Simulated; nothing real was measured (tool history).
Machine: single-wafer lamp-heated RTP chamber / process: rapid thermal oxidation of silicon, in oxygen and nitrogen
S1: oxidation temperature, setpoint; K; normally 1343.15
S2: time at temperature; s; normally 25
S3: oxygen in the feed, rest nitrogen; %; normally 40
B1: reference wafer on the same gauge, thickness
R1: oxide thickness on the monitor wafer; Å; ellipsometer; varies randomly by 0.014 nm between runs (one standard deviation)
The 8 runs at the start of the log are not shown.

-- day=17.829 pyrometer window cleaned and pyrometer calibrated
run 9 day=18.533 | S1=1343.15 S2=25 S3=40 | B1=4.577 | R1=46.44
run 10 day=20.133 | S1=1343.15 S2=20 S3=18 | B1=4.573 | R1=33.08
run 11 day=21.883 | S1=1323.15 S2=25 S3=25 | B1=4.579 | R1=35.73
run 12 day=24.058 | S1=1323.15 S2=25 S3=25 | B1=4.574 | R1=35.63
run 13 day=25.408 | S1=1323.15 S2=25 S3=25 | B1=4.581 | R1=35.76
run 14 day=32.375 | S1=1343.15 S2=25 S3=40 | B1=4.577 | R1=47.77
-- day=32.883 gauge calibrated
-- day=33.288 oxygen flow controller replaced
-- day=34.083 pyrometer window cleaned and pyrometer calibrated, repeated, since the last time left the tool worse
run 15 day=34.104 | S1=1343.15 S2=25 S3=40 | B1=4.582 | R1=44.65
run 16 day=35.567 | S1=1343.15 S2=18 S3=40 | B1=4.585 | R1=39.08
run 17 day=37.8 | S1=1343.15 S2=19 S3=17 | B1=4.578 | R1=30.84
run 18 day=40.392 | S1=1343.15 S2=25 S3=17 | B1=4.58 | R1=34.1
run 19 day=42.804 | S1=1360.15 S2=35 S3=67 | B1=4.58 | R1=68.87
run 20 day=45.588 | S1=1365.15 S2=16 S3=64 | B1=4.581 | R1=50.53
run 21 day=47.788 | S1=1343.15 S2=25 S3=48 | B1=4.574 | R1=48.17
run 22 day=50.975 | S1=1343.15 S2=25 S3=40 | B1=4.579 | R1=45.35
run 23 day=52.742 | S1=1357.15 S2=36 S3=57 | B1=4.582 | R1=65.33
run 24 day=54.354 | S1=1343.15 S2=22 S3=17 | B1=4.58 | R1=32.98
run 25 day=56.588 | S1=1343.15 S2=25 S3=40 | B1=4.582 | R1=45.6
-- day=57.1 pyrometer window cleaned and pyrometer calibrated
run 26 day=58.446 | S1=1343.15 S2=25 S3=40 | B1=4.58 | R1=44.28
run 27 day=61.146 | S1=1365.15 S2=17 S3=40 | B1=4.58 | R1=44.05

What will run 28 give?
run 28 day=63.075 | S1=1343.15 S2=25 S3=40 | B1=? | R1=?

{"run 28": {"B1": 4.586, "R1": 44.72}}
Take away the tool's hidden state, keep the run-to-run variation as it was, and the same run would have given R1 44.25 Å.
